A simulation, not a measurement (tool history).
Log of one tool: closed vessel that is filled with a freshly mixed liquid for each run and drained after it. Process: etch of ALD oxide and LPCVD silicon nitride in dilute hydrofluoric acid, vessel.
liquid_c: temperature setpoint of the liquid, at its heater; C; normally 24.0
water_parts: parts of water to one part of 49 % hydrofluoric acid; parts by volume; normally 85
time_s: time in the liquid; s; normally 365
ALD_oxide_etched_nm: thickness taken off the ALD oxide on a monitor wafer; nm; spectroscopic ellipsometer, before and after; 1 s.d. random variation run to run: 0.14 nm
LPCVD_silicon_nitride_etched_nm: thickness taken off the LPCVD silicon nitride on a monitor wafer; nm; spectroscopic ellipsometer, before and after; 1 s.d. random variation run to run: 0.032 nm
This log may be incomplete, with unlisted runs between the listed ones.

run	hour	liquid_c	water_parts	time_s	read-back film thickness of the ALD oxide reference wafer, read on the same gauge (nm)	read-back film thickness of the LPCVD silicon nitride reference wafer, read on the same gauge (nm)	ALD_oxide_etched_nm	LPCVD_silicon_nitride_etched_nm
1	0.0	24.0	85	365	150.02	140.014	51.97	2.385
2	14.7	24.0	85	365	149.98	139.992	52.27	2.441
3	27.5	24.0	85	365	150.01	139.995	52.08	2.402
4	42.6	24.0	85	365	150.04	139.992	52.18	2.455
5	50.6	24.0	85	365	150.00	139.989	52.09	2.399
6	60.9	24.0	85	365	150.01	139.983	52.31	2.523
7	73.7	24.0	85	365	150.00	140.034	52.23	2.502
8	83.3	22.5	95	365	150.02	139.997	43.34	2.014
9	89.5	22.5	95	365	150.01	140.021	43.38	1.991
10	104.0	26.5	85	225	150.01	139.996	35.70	1.709
11	113.6	24.0	85	365	150.01	140.009	52.49	2.377
12	120.2	24.0	85	365	150.01	139.991	52.16	2.440
13	138.0	24.0	60	365	149.98	140.001	76.26	3.352
14	149.2	26.0	110	430	150.02	140.035	49.87	2.527
15	157.6	24.0	85	365	149.99	140.020	52.25	2.424
16	168.6	24.0	55	365	150.01	140.035	76.14	3.387
17	179.2	22.5	65	305	149.98	139.986	49.83	2.213
18	190.5	24.0	85	365	150.04	140.016	47.29	2.209
19	196.9	24.0	85	365	149.99	140.005	47.02	2.221
20	205.6	29.0	85	365	150.01	139.991	57.59	3.115
21	213.5	21.0	85	155	149.99	139.994	17.82	0.785
22	220.2	24.0	45	280	150.00	140.000	72.17	3.207
23	234.0	24.0	85	365	150.00	140.002	47.20	2.290
24	245.1	24.0	85	285	150.02	139.979	36.77	1.725
25	252.4	28.5	45	285	150.01	139.984	88.23	4.346
26	267.8	22.0	85	365	150.00	140.002	43.77	1.891

Withheld: 3 entries from between the runs. Position of each, and hidden state at the listed run before versus the listed run after:
Between runs 13 and 14: thermometer replaced (hour 148.6)
  the hidden state is the same at both runs
  measured value less the no-hidden-state value, ALD_oxide_etched_nm: +8.53 -> +5.89 nm; LPCVD_silicon_nitride_etched_nm: +0.344 -> +0.263 nm
Between runs 15 and 16: hydrofluoric acid flow meter replaced (hour 160.9); gauge calibrated (hour 162.3)
  hydrofluoric acid flow above the setpoint (%): 11.8 -> 1.66
  measured value less the no-hidden-state value, ALD_oxide_etched_nm: +6.03 -> +1.34 nm; LPCVD_silicon_nitride_etched_nm: +0.252 -> +0.055 nm
